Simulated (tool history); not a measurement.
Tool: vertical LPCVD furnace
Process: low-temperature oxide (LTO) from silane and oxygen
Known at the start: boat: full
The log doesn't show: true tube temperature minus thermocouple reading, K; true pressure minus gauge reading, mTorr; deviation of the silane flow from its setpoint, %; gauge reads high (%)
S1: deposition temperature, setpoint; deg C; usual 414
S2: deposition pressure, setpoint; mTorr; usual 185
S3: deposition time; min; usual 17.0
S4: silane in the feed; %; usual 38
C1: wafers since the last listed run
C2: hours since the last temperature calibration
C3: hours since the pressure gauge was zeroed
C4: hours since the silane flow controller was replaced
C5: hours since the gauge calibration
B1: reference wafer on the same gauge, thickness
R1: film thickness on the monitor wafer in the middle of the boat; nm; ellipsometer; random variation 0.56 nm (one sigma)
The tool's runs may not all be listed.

run	hour	S1	S2	S3	S4	C1	C2	C3	C4	C5	B1	R1
1	0.0	414	185	15.0	38	0	3570.6	2806.9	5223.4	460.8	157.63	134.20
2	27.9	414	185	17.0	38	576	3598.5	2834.8	5251.3	488.7	157.60	151.66
3	59.8	414	185	17.0	38	659	3630.4	2866.7	5283.2	520.6	157.83	151.45
4	141.3	414	185	17.0	38	1684	3711.9	2948.2	5364.7	602.1	158.23	151.89
5	171.0	414	195	17.0	38	613	3741.6	2977.9	5394.4	631.8	158.14	159.40
6	200.1	414	195	17.0	38	601	3770.7	3007.0	5423.5	660.9	158.24	160.62
7	216.3	414	195	17.0	38	334	3786.9	3023.2	5439.7	677.1	158.28	160.51
8	246.2	420	185	17.0	38	617	3816.8	3053.1	5469.6	707.0	158.49	161.64
# hour 276.9: silane flow controller replaced
9	279.6	414	185	17.0	38	194	3850.2	3086.5	2.7	740.4	158.66	151.91
# hour 281.1: gauge calibrated
10	297.4	414	185	17.0	38	367	3868.0	3104.3	20.5	16.3	154.13	148.58
11	311.4	420	185	15.0	38	289	3882.0	3118.3	34.5	30.3	154.52	138.41
12	326.3	414	185	17.0	41	307	3896.9	3133.2	49.4	45.2	154.68	162.65
13	352.5	417	185	17.0	38	541	3923.1	3159.4	75.6	71.4	155.14	154.52
14	386.6	414	185	17.0	38	704	3957.2	3193.5	109.7	105.5	155.51	149.43
15	405.7	414	185	17.0	38	394	3976.3	3212.6	128.8	124.6	155.82	149.81
16	440.2	414	145	21.5	38	712	4010.8	3247.1	163.3	159.1	156.33	149.09
17	462.5	414	185	14.5	35	460	4033.1	3269.4	185.6	181.4	156.46	116.09

The next listed run, before its measurement:
# hour 504.7: pressure gauge zeroed
18	505.2	414	185	17.0	38	386	4075.8	0.5	228.3	224.1	?	?

B1: 156.72
R1: 151.03 nm
Without the tool's hidden state the same run would have given R1 148.31 nm.
